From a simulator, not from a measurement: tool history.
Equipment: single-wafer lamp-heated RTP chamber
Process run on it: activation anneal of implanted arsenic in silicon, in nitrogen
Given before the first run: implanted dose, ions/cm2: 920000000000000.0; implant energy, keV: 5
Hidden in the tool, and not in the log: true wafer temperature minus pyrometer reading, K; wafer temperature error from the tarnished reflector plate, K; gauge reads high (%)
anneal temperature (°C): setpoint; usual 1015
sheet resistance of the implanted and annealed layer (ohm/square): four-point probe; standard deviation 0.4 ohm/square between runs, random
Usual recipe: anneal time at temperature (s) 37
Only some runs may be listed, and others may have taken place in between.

run    hour  anneal temperature (°C)  anneal time at temperature (s)  wafers since the last listed run  wafers since the last pyrometer calibration  wafers since the reflector plate was cleaned  hours since the gauge calibration  read-back reference wafer on the same gauge, sheet resistance  sheet resistance of the implanted and annealed layer (ohm/square)
  1     0.0                     1015                              37                                 0                                         6551                                          3797                              843.0                                                         109.99                                                             133.43
  2    25.5                     1015                              37                               472                                         7023                                          4269                              868.5                                                         110.02                                                             133.60
       31.0  -- gauge calibrated
       46.8  -- pyrometer window cleaned and pyrometer calibrated
  3    51.3                     1015                              37                               329                                           84                                          4599                               20.3                                                         109.99                                                             135.38
       95.6  -- reflector plate cleaned
  4    96.1                     1015                              37                               681                                          765                                             9                               65.1                                                         110.08                                                             135.26
  5   140.6                     1015                              37                               823                                         1589                                           833                              109.6                                                         110.03                                                             135.01
  6   175.5                     1015                              37                               646                                         2235                                          1479                              144.5                                                         110.02                                                             134.22
  7   215.1                     1015                              37                               733                                         2968                                          2212                              184.1                                                         109.97                                                             134.97
  8   244.1                     1015                              37                               536                                         3505                                          2749                              213.1                                                         110.03                                                             134.26
  9   303.0                     1015                              37                              1090                                         4595                                          3839                              272.0                                                         110.04                                                             133.96
      365.4  -- reflector plate cleaned
 10   373.1                     1015                              37                              1149                                         5745                                           142                              342.1                                                         110.06                                                             133.39
 11   416.5                     1015                              37                               803                                         6548                                           945                              385.5                                                         109.98                                                             133.31
      432.9  -- pyrometer window cleaned and pyrometer calibrated
 12   440.8                     1037                              37                               301                                          146                                          1247                              409.8                                                         109.98                                                             124.07
 13   496.5                     1037                              37                              1031                                         1178                                          2278                              465.5                                                         110.01                                                             124.14
 14   567.9                     1015                              50                              1321                                         2499                                          3600                              536.9                                                         109.92                                                             128.60
 15   620.0                     1015                              50                               964                                         3464                                          4565                              589.0                                                         109.93                                                             127.97
      628.6  -- reflector plate cleaned
 16   662.7                     1015                              37                               642                                         4106                                           631                              631.7                                                         110.03                                                             133.48
 17   720.3                     1015                              51                              1066                                         5173                                          1697                              689.3                                                         110.00                                                             127.15
 18   749.0                     1015                              20                               531                                         5704                                          2229                              718.0                                                         109.99                                                             150.79
 19   811.7                     1015                              37                              1160                                         6865                                          3389                              780.7                                                         110.02                                                             133.27
      838.3  -- pyrometer window cleaned and pyrometer calibrated
 20   854.6                     1015                              37                               646                                          302                                          4035                              823.6                                                         110.01                                                             135.22
      873.9  -- reflector plate cleaned
 21   925.3                      998                              58                              1160                                         1462                                           952                              894.3                                                         110.07                                                             135.30
      975.1  -- gauge calibrated
 22   983.5                     1015                              37                              1077                                         2540                                          2029                                8.4                                                         110.05                                                             134.30
 23  1053.7                      993                              15                              1299                                         3839                                          3329                               78.6                                                         110.01                                                             183.04
 24  1096.1                      988                              20                               784                                         4624                                          4114                              121.0                                                         110.01                                                             177.33
 25  1131.7                     1015                              18                               659                                         5283                                          4773                              156.6                                                         109.98                                                             153.48
     1156.2  -- reflector plate cleaned
 26  1161.1                     1015                              37                               396                                         5680                                            90                              186.0                                                         110.00                                                             133.42
 27  1187.0                     1015                              48                               479                                         6159                                           570                              211.9                                                         109.90                                                             126.81
 28  1224.1                     1030                              56                               686                                         6846                                          1256                              249.0                                                         109.93                                                             119.30
     1274.6  -- pyrometer window cleaned and pyrometer calibrated
 29  1275.1                     1035                              28                               796                                            8                                          2052                              300.0                                                         109.99                                                             131.42
 30  1302.3                     1015                              37                               503                                          511                                          2556                              327.2                                                         110.05                                                             134.60
 31  1360.3                     1023                              22                              1073                                         1585                                          3630                              385.2                                                         110.01                                                             142.61

Selected run-to-run steps in sheet resistance of the implanted and annealed layer (ohm/square), each split into two signed amounts: the part the tool would show with no hidden state at all (from settings, incoming material and random variation), and the remainder, which goes to the hidden state together with any gauge scatter not common to the measured and the hidden-state-free results:
Run 2 -> 3: gauge calibrated, pyrometer window cleaned and pyrometer calibrated. sheet resistance of the implanted and annealed layer (ohm/square) +1.78: hidden state +2.39, all else -0.61.
Run 11 -> 12: anneal temperature (°C) 1015 -> 1037, pyrometer window cleaned and pyrometer calibrated. sheet resistance of the implanted and annealed layer (ohm/square) -9.24: hidden state +2.05, all else -11.29.
Run 17 -> 18: anneal time at temperature (s) 51 -> 20. sheet resistance of the implanted and annealed layer (ohm/square) +23.64: hidden state -1.30, all else +24.94.
Run 19 -> 20: pyrometer window cleaned and pyrometer calibrated. sheet resistance of the implanted and annealed layer (ohm/square) +1.95: hidden state +2.17, all else -0.22.
Run 22 -> 23: anneal temperature (°C) 1015 -> 993, anneal time at temperature (s) 37 -> 15. sheet resistance of the implanted and annealed layer (ohm/square) +48.74: hidden state -1.52, all else +50.26.
Run 24 -> 25: anneal temperature (°C) 988 -> 1015, anneal time at temperature (s) 20 -> 18. sheet resistance of the implanted and annealed layer (ohm/square) -23.85: hidden state +0.33, all else -24.18.
